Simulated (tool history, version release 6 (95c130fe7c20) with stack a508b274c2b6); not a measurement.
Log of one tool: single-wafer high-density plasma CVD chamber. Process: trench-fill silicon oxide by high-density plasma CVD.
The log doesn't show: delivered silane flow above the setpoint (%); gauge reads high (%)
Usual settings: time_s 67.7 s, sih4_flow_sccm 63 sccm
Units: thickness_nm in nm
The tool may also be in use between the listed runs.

run,hour,time_s,sih4_flow_sccm,wafers since the last listed run,hours since the silane flow controller was replaced,hours since the gauge calibration,"read-back reference wafer on the same gauge, thickness_nm",thickness_nm
1,0,67.7,66,0,4647.7,423.6,447.957,430.205
2,13.1,67.7,72,238,4660.8,436.7,448.235,448.3
3,26.2,67.7,63,238,4673.9,449.8,447.92,420.175
4,39.7,67.7,63,245,4687.4,463.3,448.147,420.362
5,52.6,67.7,63,234,4700.3,476.2,448.156,418.754
6,60.9,61.2,63,150,4708.6,484.5,448.044,380.34
7,73.7,61.2,63,232,4721.4,497.3,447.549,381.121
8,85.8,67.7,67,219,4733.5,509.4,447.608,432.767
9,98.8,67.7,67,236,4746.5,522.4,447.793,431.586
10,116,77.1,63,312,4763.7,539.6,448.41,478.575
11,125,77.1,63,163,4772.7,548.6,448.048,480.235
12,131.6,77.1,63,119,4779.3,555.2,448.254,472.45
13,141.8,67.7,63,185,4789.5,565.4,448.453,419.374
14,156.7,67.7,63,270,4804.4,580.3,447.617,420.763
15,164.2,78.3,54,136,4811.9,587.8,447.865,448.702
16,171.4,67.7,63,130,4819.1,595,447.845,419.025
17,179.4,67.7,63,145,4827.1,603,448.119,415.548
# hour 193.4: gauge calibrated
18,196.2,67.7,70,305,4843.9,2.8,448.053,443.804
19,206.5,67.7,70,187,4854.2,13.1,447.435,443.829
20,218.8,67.7,70,223,4866.5,25.4,447.816,445.58
21,231.3,67.7,63,227,4879,37.9,447.656,419.108
22,237.6,67.7,63,114,4885.3,44.2,448.112,418.348
23,245.5,63,68,143,4893.2,52.1,448.238,406.098
24,254.3,74,56,159,4902,60.9,448.405,432.054
25,271.8,78.3,54,318,4919.5,78.4,448.43,449.734
26,279.1,67.7,63,132,4926.8,85.7,448.152,418.992
27,285.6,67.7,74,118,4933.3,92.2,447.766,456.358
28,293.9,77,69,150,4941.6,100.5,448.213,497.8
# hour 312.1: silane flow controller replaced
29,312.6,63.5,53,194,0.5,119.2,447.901,362.87
30,320.9,67.7,63,150,8.8,127.5,447.81,417.737
31,338.5,57.6,54,319,26.4,145.1,448.268,329.814
32,356,67.7,63,318,43.9,162.6,448.248,422.205
33,366.2,77.1,63,185,54.1,172.8,447.729,477.517
34,377.9,61.3,69,212,65.8,184.5,447.986,398.052
35,386.4,67.7,63,154,74.3,193,448.092,418.783
36,401,61.2,67,265,88.9,207.6,447.901,391.21
37,416.4,78.9,53,279,104.3,223,448.107,451.277
38,432.2,67.7,63,287,120.1,238.8,448.137,421.152
39,445.2,67.7,58,236,133.1,251.8,447.762,402.958
40,453.7,67.7,52,154,141.6,260.3,448.028,381.423
41,466.1,57.3,51,225,154,272.7,448.187,321.593
42,472.5,79.1,59,116,160.4,279.1,447.777,473.54
43,489.9,67.7,63,316,177.8,296.5,448.235,420.531
44,499.2,73.3,54,169,187.1,305.8,447.836,418.303
45,536.6,61.9,72,679,224.5,343.2,448.405,412.377
46,552.9,56.6,52,296,240.8,359.5,448.103,316.341
47,569.2,56.3,66,296,257.1,375.8,448.304,355.047

4 ways to go on from here, each from the tool as it stands after run 47. What would each give?
A,569.6,67.7,63,7,257.5,376.2,?,?
B,569.6,80.7,68,7,257.5,376.2,?,?
C,569.6,59.4,76,7,257.5,376.2,?,?
D,569.6,67.7,56,7,257.5,376.2,?,?

run,"read-back reference wafer on the same gauge, thickness_nm",thickness_nm
A,447.975,414.817
B,447.975,514.094
C,447.975,401.512
D,447.975,391.772
Without the tool's hidden state the same runs would have given:
run,thickness_nm
A,414.817
B,514.094
C,401.512
D,391.772

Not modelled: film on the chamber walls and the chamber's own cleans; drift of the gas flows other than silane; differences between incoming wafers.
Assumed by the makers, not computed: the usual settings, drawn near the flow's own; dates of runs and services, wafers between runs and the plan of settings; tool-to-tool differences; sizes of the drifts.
